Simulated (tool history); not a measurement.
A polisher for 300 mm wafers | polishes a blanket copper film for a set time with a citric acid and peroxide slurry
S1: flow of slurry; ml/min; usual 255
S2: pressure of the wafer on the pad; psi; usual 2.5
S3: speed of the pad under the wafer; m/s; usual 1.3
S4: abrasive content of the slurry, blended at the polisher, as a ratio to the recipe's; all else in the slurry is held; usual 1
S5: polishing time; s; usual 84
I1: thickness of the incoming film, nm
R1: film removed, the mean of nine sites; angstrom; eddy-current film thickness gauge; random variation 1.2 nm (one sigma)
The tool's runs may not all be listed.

{"run": 1, "hour": 0.0, "S1": 255, "S2": 2.5, "S3": 1.3, "S4": 0.9, "S5": 84, "I1": 1288.3, "R1": 1684}
{"hour": 11.9, "done": "slurry blender recalibrated"}
{"run": 2, "hour": 12.4, "S1": 255, "S2": 2.5, "S3": 1.3, "S4": 1, "S5": 84, "I1": 1283, "R1": 1833}
{"run": 3, "hour": 20.8, "S1": 255, "S2": 2.5, "S3": 1.3, "S4": 1, "S5": 84, "I1": 1268, "R1": 1814}
{"run": 4, "hour": 32.8, "S1": 255, "S2": 2.5, "S3": 1.3, "S4": 1, "S5": 84, "I1": 1295.9, "R1": 1794}
{"run": 5, "hour": 46.5, "S1": 255, "S2": 2.5, "S3": 1.3, "S4": 1.2, "S5": 84, "I1": 1283.4, "R1": 1874}
{"run": 6, "hour": 52.6, "S1": 255, "S2": 2.5, "S3": 1.3, "S4": 1.2, "S5": 84, "I1": 1250.4, "R1": 1865}
{"hour": 58.8, "done": "worn pad replaced by a new one"}
{"run": 7, "hour": 69.8, "S1": 255, "S2": 2.5, "S3": 1.3, "S4": 1.15, "S5": 84, "I1": 1260.6, "R1": 1826}
{"run": 8, "hour": 84.8, "S1": 255, "S2": 2.5, "S3": 1.3, "S4": 1.15, "S5": 84, "I1": 1286.3, "R1": 1819}
{"run": 9, "hour": 101.1, "S1": 255, "S2": 2.5, "S3": 1.3, "S4": 1.15, "S5": 84, "I1": 1245.5, "R1": 1826}
{"run": 10, "hour": 108.9, "S1": 255, "S2": 2.5, "S3": 1.3, "S4": 1, "S5": 84, "I1": 1277.8, "R1": 1745}
{"run": 11, "hour": 120.2, "S1": 255, "S2": 2.5, "S3": 1.3, "S4": 1, "S5": 84, "I1": 1249.7, "R1": 1724}
{"run": 12, "hour": 126.3, "S1": 255, "S2": 2.1, "S3": 1.3, "S4": 1, "S5": 84, "I1": 1268.1, "R1": 1437}
{"run": 13, "hour": 132.8, "S1": 255, "S2": 2.5, "S3": 1.3, "S4": 1.2, "S5": 84, "I1": 1278.5, "R1": 1837}
{"hour": 149.7, "done": "worn pad replaced by a new one"}
{"hour": 151.3, "done": "slurry blender recalibrated"}
{"run": 14, "hour": 174.4, "S1": 255, "S2": 2.5, "S3": 1.3, "S4": 1, "S5": 84, "I1": 1287.7, "R1": 1799}
{"run": 15, "hour": 181.6, "S1": 255, "S2": 1.7, "S3": 1.3, "S4": 1.3, "S5": 56, "I1": 1279.9, "R1": 886}
{"run": 16, "hour": 199.2, "S1": 295, "S2": 2.5, "S3": 1.3, "S4": 1, "S5": 63, "I1": 1268.1, "R1": 1337}
{"run": 17, "hour": 211.7, "S1": 255, "S2": 2.5, "S3": 1.3, "S4": 1, "S5": 84, "I1": 1275.5, "R1": 1762}
{"hour": 226.2, "done": "head pressure recalibrated"}
{"hour": 227.7, "done": "slurry nozzle cleaned"}
{"run": 18, "hour": 228.2, "S1": 255, "S2": 2.5, "S3": 1.18, "S4": 1.25, "S5": 84, "I1": 1273.5, "R1": 1678}
{"run": 19, "hour": 240.8, "S1": 255, "S2": 2.5, "S3": 1.3, "S4": 0.8, "S5": 84, "I1": 1280.4, "R1": 1621}
{"hour": 251.7, "done": "worn pad replaced by a new one"}
{"run": 20, "hour": 254.1, "S1": 255, "S2": 1.8, "S3": 1.6, "S4": 1.15, "S5": 76, "I1": 1263.7, "R1": 1413}
{"run": 21, "hour": 264.8, "S1": 220, "S2": 1.8, "S3": 1, "S4": 1, "S5": 101, "I1": 1273.5, "R1": 1169}
{"run": 22, "hour": 275.8, "S1": 255, "S2": 2.5, "S3": 1.3, "S4": 1.25, "S5": 84, "I1": 1264.8, "R1": 1838}
{"run": 23, "hour": 290.6, "S1": 255, "S2": 2.5, "S3": 0.92, "S4": 1.25, "S5": 84, "I1": 1276.2, "R1": 1359}

Forecast each of these 5 alternatives for the next run:
{"run": "A", "hour": 291.0, "S1": 255, "S2": 2.5, "S3": 1.3, "S4": 1, "S5": 84, "I1": 1287.1, "R1": "?"}
{"run": "B", "hour": 291.0, "S1": 335, "S2": 2.5, "S3": 1.3, "S4": 0.8, "S5": 84, "I1": 1287.1, "R1": "?"}
{"run": "C", "hour": 291.0, "S1": 255, "S2": 2.5, "S3": 1.3, "S4": 1.3, "S5": 84, "I1": 1287.1, "R1": "?"}
{"run": "D", "hour": 291.0, "S1": 165, "S2": 2.2, "S3": 1.08, "S4": 1, "S5": 70, "I1": 1287.1, "R1": "?"}
{"run": "E", "hour": 291.0, "S1": 255, "S2": 2.5, "S3": 1.3, "S4": 1.1, "S5": 84, "I1": 1287.1, "R1": "?"}

run=A R1=1736
run=B R1=1671
run=C R1=1864
run=D R1=1023
run=E R1=1782
Without the tool's hidden state the same runs would have given:
run=A R1=1849
run=B R1=1776
run=C R1=1991
run=D R1=1089
run=E R1=1900

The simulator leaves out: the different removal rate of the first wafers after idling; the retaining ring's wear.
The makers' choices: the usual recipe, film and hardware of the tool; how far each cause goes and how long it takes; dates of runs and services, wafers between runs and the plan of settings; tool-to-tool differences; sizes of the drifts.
